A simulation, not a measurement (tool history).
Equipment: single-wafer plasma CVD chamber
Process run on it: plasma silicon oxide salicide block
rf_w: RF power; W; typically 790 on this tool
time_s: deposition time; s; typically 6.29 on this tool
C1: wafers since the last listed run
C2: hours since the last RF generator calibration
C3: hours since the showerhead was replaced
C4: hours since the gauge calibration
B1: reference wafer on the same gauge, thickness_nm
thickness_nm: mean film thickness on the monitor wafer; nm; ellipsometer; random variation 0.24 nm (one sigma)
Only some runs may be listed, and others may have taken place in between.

{"run": 1, "hour": 0.0, "rf_w": 790, "time_s": 5.94, "C1": 0, "C2": 1633.1, "C3": 6649.4, "C4": 309.2, "B1": 78.192, "thickness_nm": 65.438}
{"run": 2, "hour": 61.2, "rf_w": 790, "time_s": 5.94, "C1": 1389, "C2": 1694.3, "C3": 6710.6, "C4": 370.4, "B1": 78.185, "thickness_nm": 65.283}
{"run": 3, "hour": 126.7, "rf_w": 720, "time_s": 5.8, "C1": 1487, "C2": 1759.8, "C3": 6776.1, "C4": 435.9, "B1": 77.998, "thickness_nm": 62.1}
{"run": 4, "hour": 220.3, "rf_w": 720, "time_s": 5.8, "C1": 2125, "C2": 1853.4, "C3": 6869.7, "C4": 529.5, "B1": 77.867, "thickness_nm": 61.327}
{"run": 5, "hour": 259.9, "rf_w": 790, "time_s": 6.29, "C1": 899, "C2": 1893.0, "C3": 6909.3, "C4": 569.1, "B1": 77.889, "thickness_nm": 69.145}
{"run": 6, "hour": 300.7, "rf_w": 790, "time_s": 6.29, "C1": 926, "C2": 1933.8, "C3": 6950.1, "C4": 609.9, "B1": 77.837, "thickness_nm": 69.019}
{"run": 7, "hour": 396.4, "rf_w": 680, "time_s": 7.2, "C1": 2173, "C2": 2029.5, "C3": 7045.8, "C4": 705.6, "B1": 77.693, "thickness_nm": 74.806}
{"run": 8, "hour": 485.5, "rf_w": 680, "time_s": 7.2, "C1": 2023, "C2": 2118.6, "C3": 7134.9, "C4": 794.7, "B1": 77.559, "thickness_nm": 75.101}
{"run": 9, "hour": 530.1, "rf_w": 680, "time_s": 7.2, "C1": 1012, "C2": 2163.2, "C3": 7179.5, "C4": 839.3, "B1": 77.786, "thickness_nm": 75.25}
{"run": 10, "hour": 568.1, "rf_w": 900, "time_s": 6.29, "C1": 862, "C2": 2201.2, "C3": 7217.5, "C4": 877.3, "B1": 77.626, "thickness_nm": 71.819}
{"run": 11, "hour": 611.2, "rf_w": 900, "time_s": 6.29, "C1": 978, "C2": 2244.3, "C3": 7260.6, "C4": 920.4, "B1": 77.673, "thickness_nm": 72.116}
{"run": 12, "hour": 700.9, "rf_w": 870, "time_s": 5.65, "C1": 2036, "C2": 2334.0, "C3": 7350.3, "C4": 1010.1, "B1": 77.603, "thickness_nm": 63.532}
{"run": 13, "hour": 761.1, "rf_w": 790, "time_s": 5.77, "C1": 1367, "C2": 2394.2, "C3": 7410.5, "C4": 1070.3, "B1": 77.545, "thickness_nm": 62.932}
{"run": 14, "hour": 820.0, "rf_w": 790, "time_s": 6.29, "C1": 1337, "C2": 2453.1, "C3": 7469.4, "C4": 1129.2, "B1": 77.604, "thickness_nm": 68.452}
{"hour": 1007.3, "done": "showerhead replaced"}
{"hour": 1026.7, "done": "gauge calibrated"}
{"run": 15, "hour": 1108.9, "rf_w": 790, "time_s": 6.29, "C1": 6378, "C2": 2742.0, "C3": 101.6, "C4": 82.2, "B1": 78.966, "thickness_nm": 69.981}
{"run": 16, "hour": 1213.4, "rf_w": 660, "time_s": 5.21, "C1": 2372, "C2": 2846.5, "C3": 206.1, "C4": 186.7, "B1": 78.744, "thickness_nm": 54.285}
{"hour": 1238.8, "done": "RF generator calibrated"}
{"run": 17, "hour": 1288.8, "rf_w": 720, "time_s": 5.8, "C1": 1530, "C2": 50.0, "C3": 281.5, "C4": 262.1, "B1": 78.584, "thickness_nm": 62.203}
{"run": 18, "hour": 1392.2, "rf_w": 655, "time_s": 6.85, "C1": 2347, "C2": 153.4, "C3": 384.9, "C4": 365.5, "B1": 78.414, "thickness_nm": 71.013}
{"run": 19, "hour": 1446.6, "rf_w": 720, "time_s": 5.8, "C1": 1235, "C2": 207.8, "C3": 439.3, "C4": 419.9, "B1": 78.266, "thickness_nm": 62.206}
{"run": 20, "hour": 1515.8, "rf_w": 790, "time_s": 5.94, "C1": 1571, "C2": 277.0, "C3": 508.5, "C4": 489.1, "B1": 78.233, "thickness_nm": 65.325}
{"run": 21, "hour": 1610.0, "rf_w": 790, "time_s": 6.29, "C1": 2139, "C2": 371.2, "C3": 602.7, "C4": 583.3, "B1": 78.091, "thickness_nm": 69.492}
{"run": 22, "hour": 1651.6, "rf_w": 790, "time_s": 6.86, "C1": 944, "C2": 412.8, "C3": 644.3, "C4": 624.9, "B1": 78.032, "thickness_nm": 75.205}
{"run": 23, "hour": 1714.0, "rf_w": 730, "time_s": 6.29, "C1": 1416, "C2": 475.2, "C3": 706.7, "C4": 687.3, "B1": 78.164, "thickness_nm": 67.346}
{"run": 24, "hour": 1788.9, "rf_w": 715, "time_s": 6.67, "C1": 1700, "C2": 550.1, "C3": 781.6, "C4": 762.2, "B1": 77.958, "thickness_nm": 70.694}
{"run": 25, "hour": 1827.5, "rf_w": 855, "time_s": 7.3, "C1": 876, "C2": 588.7, "C3": 820.2, "C4": 800.8, "B1": 78.039, "thickness_nm": 82.184}
{"run": 26, "hour": 1895.5, "rf_w": 690, "time_s": 7.53, "C1": 1544, "C2": 656.7, "C3": 888.2, "C4": 868.8, "B1": 77.998, "thickness_nm": 79.525}
{"run": 27, "hour": 1983.3, "rf_w": 790, "time_s": 6.29, "C1": 1993, "C2": 744.5, "C3": 976.0, "C4": 956.6, "B1": 77.854, "thickness_nm": 69.014}
{"run": 28, "hour": 2042.3, "rf_w": 790, "time_s": 7.46, "C1": 1339, "C2": 803.5, "C3": 1035.0, "C4": 1015.6, "B1": 77.937, "thickness_nm": 81.828}
{"run": 29, "hour": 2114.5, "rf_w": 790, "time_s": 6.29, "C1": 1639, "C2": 875.7, "C3": 1107.2, "C4": 1087.8, "B1": 77.723, "thickness_nm": 68.902}
{"run": 30, "hour": 2181.9, "rf_w": 790, "time_s": 7.37, "C1": 1530, "C2": 943.1, "C3": 1174.6, "C4": 1155.2, "B1": 77.734, "thickness_nm": 80.164}

What the log doesn't show, run by run:
delivered RF power above the setpoint (%): 0 across all the runs
H1: gauge reads high (%)
run=1 H1=-1.24
run=2 H1=-1.37
run=3 H1=-1.5
run=4 H1=-1.65
run=5 H1=-1.7
run=6 H1=-1.75
run=7 H1=-1.86
run=8 H1=-1.94
run=9 H1=-1.98
run=10 H1=-2
run=11 H1=-2.03
run=12 H1=-2.08
run=13 H1=-2.11
run=14 H1=-2.14
run=15 H1=-0.203
run=16 H1=-0.563
run=17 H1=-0.777
run=18 H1=-1.02
run=19 H1=-1.12
run=20 H1=-1.24
run=21 H1=-1.38
run=22 H1=-1.43
run=23 H1=-1.5
run=24 H1=-1.57
run=25 H1=-1.6
run=26 H1=-1.65
run=27 H1=-1.71
run=28 H1=-1.74
run=29 H1=-1.78
run=30 H1=-1.8

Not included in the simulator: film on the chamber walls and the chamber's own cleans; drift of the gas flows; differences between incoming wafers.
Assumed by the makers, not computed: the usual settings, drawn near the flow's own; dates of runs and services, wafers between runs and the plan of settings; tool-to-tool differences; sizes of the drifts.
